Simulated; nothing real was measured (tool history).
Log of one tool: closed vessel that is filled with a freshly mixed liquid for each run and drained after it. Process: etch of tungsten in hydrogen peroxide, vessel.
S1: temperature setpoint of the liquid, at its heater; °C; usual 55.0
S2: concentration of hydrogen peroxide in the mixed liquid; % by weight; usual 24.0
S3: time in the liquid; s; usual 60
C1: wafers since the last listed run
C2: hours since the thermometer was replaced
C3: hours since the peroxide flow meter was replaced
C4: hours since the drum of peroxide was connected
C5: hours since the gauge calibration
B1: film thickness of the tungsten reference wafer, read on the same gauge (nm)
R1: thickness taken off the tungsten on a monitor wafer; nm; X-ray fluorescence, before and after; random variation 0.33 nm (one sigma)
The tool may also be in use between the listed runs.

run 1 day=0.000 | S1=55.0 S2=24.0 S3=60 | C1=0 C2=1552.4 C3=1372.1 C4=251.2 C5=19.1 | B1=70.02 | R1=79.73
run 2 day=2.117 | S1=55.0 S2=24.0 S3=60 | C1=4933 C2=1603.2 C3=1422.9 C4=302.0 C5=69.9 | B1=70.02 | R1=78.58
run 3 day=3.500 | S1=55.0 S2=24.0 S3=60 | C1=3224 C2=1636.4 C3=1456.1 C4=335.2 C5=103.1 | B1=69.98 | R1=79.27
run 4 day=6.154 | S1=55.0 S2=24.0 S3=60 | C1=6186 C2=1700.1 C3=1519.8 C4=398.9 C5=166.8 | B1=69.98 | R1=78.47
run 5 day=8.588 | S1=55.0 S2=24.0 S3=60 | C1=5671 C2=1758.5 C3=1578.2 C4=457.3 C5=225.2 | B1=70.05 | R1=79.31
run 6 day=11.229 | S1=55.0 S2=24.0 S3=60 | C1=6157 C2=1821.9 C3=1641.6 C4=520.7 C5=288.6 | B1=69.99 | R1=78.82
run 7 day=13.646 | S1=55.0 S2=24.0 S3=60 | C1=5633 C2=1879.9 C3=1699.6 C4=578.7 C5=346.6 | B1=70.02 | R1=79.37
run 8 day=15.750 | S1=55.0 S2=24.0 S3=60 | C1=4904 C2=1930.4 C3=1750.1 C4=629.2 C5=397.1 | B1=70.02 | R1=79.32
-- day=15.800 thermometer replaced
run 9 day=18.588 | S1=55.0 S2=24.0 S3=60 | C1=6516 C2=66.9 C3=1818.2 C4=697.3 C5=465.2 | B1=69.98 | R1=71.88
run 10 day=20.208 | S1=51.5 S2=30.0 S3=60 | C1=3778 C2=105.8 C3=1857.1 C4=736.2 C5=504.1 | B1=70.00 | R1=64.83
-- day=20.958 new drum of peroxide connected
run 11 day=22.375 | S1=55.0 S2=28.0 S3=60 | C1=4953 C2=157.8 C3=1909.1 C4=34.0 C5=556.1 | B1=70.02 | R1=79.84
run 12 day=24.342 | S1=55.0 S2=24.0 S3=35 | C1=4584 C2=205.0 C3=1956.3 C4=81.2 C5=603.3 | B1=69.99 | R1=43.41
-- day=27.258 peroxide flow meter replaced
-- day=27.308 gauge calibrated
run 13 day=28.150 | S1=49.0 S2=21.5 S3=60 | C1=8779 C2=296.4 C3=21.4 C4=172.6 C5=20.2 | B1=69.98 | R1=49.42
run 14 day=30.271 | S1=55.0 S2=24.0 S3=60 | C1=4943 C2=347.3 C3=72.3 C4=223.5 C5=71.1 | B1=70.02 | R1=74.24
run 15 day=32.108 | S1=58.0 S2=24.0 S3=50 | C1=4283 C2=391.4 C3=116.4 C4=267.6 C5=115.2 | B1=70.00 | R1=74.41
run 16 day=33.350 | S1=59.5 S2=18.5 S3=60 | C1=2894 C2=421.2 C3=146.2 C4=297.4 C5=145.0 | B1=70.00 | R1=84.68
run 17 day=35.017 | S1=59.5 S2=26.0 S3=75 | C1=3884 C2=461.2 C3=186.2 C4=337.4 C5=185.0 | B1=69.99 | R1=124.90
run 18 day=37.692 | S1=55.0 S2=24.0 S3=60 | C1=6235 C2=525.4 C3=250.4 C4=401.6 C5=249.2 | B1=69.98 | R1=74.67

5 ways to go on from here, each from the tool as it stands after run 18. What would each give?
run A day=37.721 | S1=55.0 S2=24.0 S3=60 | C1=67 C2=526.1 C3=251.1 C4=402.3 C5=249.9 | B1=? | R1=?
run B day=37.721 | S1=58.5 S2=20.0 S3=90 | C1=67 C2=526.1 C3=251.1 C4=402.3 C5=249.9 | B1=? | R1=?
run C day=37.721 | S1=55.0 S2=24.0 S3=50 | C1=67 C2=526.1 C3=251.1 C4=402.3 C5=249.9 | B1=? | R1=?
run D day=37.721 | S1=57.5 S2=24.0 S3=90 | C1=67 C2=526.1 C3=251.1 C4=402.3 C5=249.9 | B1=? | R1=?
run E day=37.721 | S1=55.0 S2=24.0 S3=30 | C1=67 C2=526.1 C3=251.1 C4=402.3 C5=249.9 | B1=? | R1=?

run=A B1=70.04 R1=74.87
run=B B1=70.04 R1=125.78
run=C B1=70.04 R1=62.39
run=D B1=70.04 R1=130.02
run=E B1=70.04 R1=37.44
Without the tool's hidden state the same runs would have given:
run=A R1=73.51
run=B R1=123.59
run=C R1=61.26
run=D R1=127.74
run=E R1=36.76

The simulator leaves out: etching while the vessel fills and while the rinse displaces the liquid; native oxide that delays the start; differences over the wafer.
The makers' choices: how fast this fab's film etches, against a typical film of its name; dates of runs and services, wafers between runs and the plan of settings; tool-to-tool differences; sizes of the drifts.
